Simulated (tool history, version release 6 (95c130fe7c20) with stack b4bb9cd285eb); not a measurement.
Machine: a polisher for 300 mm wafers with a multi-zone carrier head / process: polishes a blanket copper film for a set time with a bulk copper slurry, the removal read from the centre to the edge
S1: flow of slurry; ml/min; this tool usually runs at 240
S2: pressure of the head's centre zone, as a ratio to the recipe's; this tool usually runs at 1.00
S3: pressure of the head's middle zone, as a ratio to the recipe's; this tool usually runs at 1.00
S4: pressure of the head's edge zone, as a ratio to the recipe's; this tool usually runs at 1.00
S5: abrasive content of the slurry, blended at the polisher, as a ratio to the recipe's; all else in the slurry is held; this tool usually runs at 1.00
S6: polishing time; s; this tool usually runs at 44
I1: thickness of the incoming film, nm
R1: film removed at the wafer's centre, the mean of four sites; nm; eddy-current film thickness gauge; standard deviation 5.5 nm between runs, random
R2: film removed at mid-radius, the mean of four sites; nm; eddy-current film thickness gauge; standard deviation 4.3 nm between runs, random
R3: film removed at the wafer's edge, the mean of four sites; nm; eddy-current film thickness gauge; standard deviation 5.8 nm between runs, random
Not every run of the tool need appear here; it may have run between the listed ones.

{"run": 1, "day": 0.0, "S1": 305, "S2": 1.0, "S3": 1.0, "S4": 1.0, "S5": 1.1, "S6": 44, "I1": 2427.1, "R1": 465.0, "R2": 456.0, "R3": 462.0}
{"run": 2, "day": 1.208, "S1": 240, "S2": 1.04, "S3": 1.0, "S4": 1.0, "S5": 0.85, "S6": 55, "I1": 2455.0, "R1": 559.9, "R2": 528.7, "R3": 539.5}
{"day": 3.592, "done": "worn pad replaced by a new one"}
{"run": 3, "day": 3.812, "S1": 240, "S2": 1.0, "S3": 1.0, "S4": 1.0, "S5": 0.75, "S6": 44, "I1": 2456.6, "R1": 471.3, "R2": 468.7, "R3": 467.5}
{"day": 3.962, "done": "edge zone pressure recalibrated"}
{"run": 4, "day": 5.762, "S1": 240, "S2": 1.0, "S3": 1.0, "S4": 1.0, "S5": 1.0, "S6": 44, "I1": 2491.5, "R1": 499.0, "R2": 474.0, "R3": 481.1}
{"run": 5, "day": 6.804, "S1": 240, "S2": 1.0, "S3": 1.0, "S4": 1.0, "S5": 1.0, "S6": 44, "I1": 2478.6, "R1": 485.8, "R2": 478.6, "R3": 490.8}
{"day": 7.546, "done": "slurry nozzle cleaned"}
{"run": 6, "day": 9.3, "S1": 240, "S2": 1.0, "S3": 1.0, "S4": 1.0, "S5": 1.0, "S6": 44, "I1": 2424.8, "R1": 491.3, "R2": 471.3, "R3": 489.7}
{"run": 7, "day": 10.458, "S1": 240, "S2": 0.92, "S3": 1.0, "S4": 1.0, "S5": 1.0, "S6": 38, "I1": 2421.3, "R1": 379.8, "R2": 408.4, "R3": 414.3}
{"run": 8, "day": 12.779, "S1": 240, "S2": 0.96, "S3": 1.0, "S4": 1.0, "S5": 0.9, "S6": 44, "I1": 2486.9, "R1": 443.7, "R2": 447.9, "R3": 463.0}
{"run": 9, "day": 14.054, "S1": 240, "S2": 1.0, "S3": 1.11, "S4": 1.0, "S5": 1.0, "S6": 44, "I1": 2509.6, "R1": 469.6, "R2": 498.6, "R3": 468.4}
{"run": 10, "day": 16.538, "S1": 170, "S2": 1.0, "S3": 1.0, "S4": 1.09, "S5": 0.85, "S6": 55, "I1": 2487.8, "R1": 530.7, "R2": 523.8, "R3": 564.6}
{"day": 17.471, "done": "centre zone pressure recalibrated"}
{"run": 11, "day": 19.1, "S1": 240, "S2": 1.0, "S3": 1.0, "S4": 1.0, "S5": 1.0, "S6": 44, "I1": 2465.7, "R1": 434.8, "R2": 438.3, "R3": 451.8}
{"run": 12, "day": 20.908, "S1": 240, "S2": 1.0, "S3": 1.0, "S4": 1.0, "S5": 1.0, "S6": 39, "I1": 2481.8, "R1": 375.5, "R2": 390.7, "R3": 403.6}
{"day": 21.329, "done": "carrier head's membrane replaced by a new one"}
{"run": 13, "day": 23.462, "S1": 240, "S2": 1.0, "S3": 1.0, "S4": 1.0, "S5": 1.0, "S6": 44, "I1": 2426.2, "R1": 428.5, "R2": 438.9, "R3": 437.4}
{"run": 14, "day": 24.746, "S1": 165, "S2": 1.0, "S3": 1.04, "S4": 1.07, "S5": 1.0, "S6": 44, "I1": 2427.0, "R1": 388.2, "R2": 408.6, "R3": 425.0}

For run 15, what comes out?
{"day": 24.917, "done": "slurry nozzle cleaned"}
{"day": 26.008, "done": "worn pad replaced by a new one"}
{"run": 15, "day": 26.021, "S1": 240, "S2": 1.0, "S3": 1.0, "S4": 1.0, "S5": 1.0, "S6": 44, "I1": 2485.1, "R1": "?", "R2": "?", "R3": "?"}

{"run 15": {"R1": 465.8, "R2": 487.3, "R3": 484.8}}
Were there no unlogged condition in the tool, this run, its random variation unchanged, would have produced R1 468.5 nm, R2 494.7 nm, R3 492.1 nm.
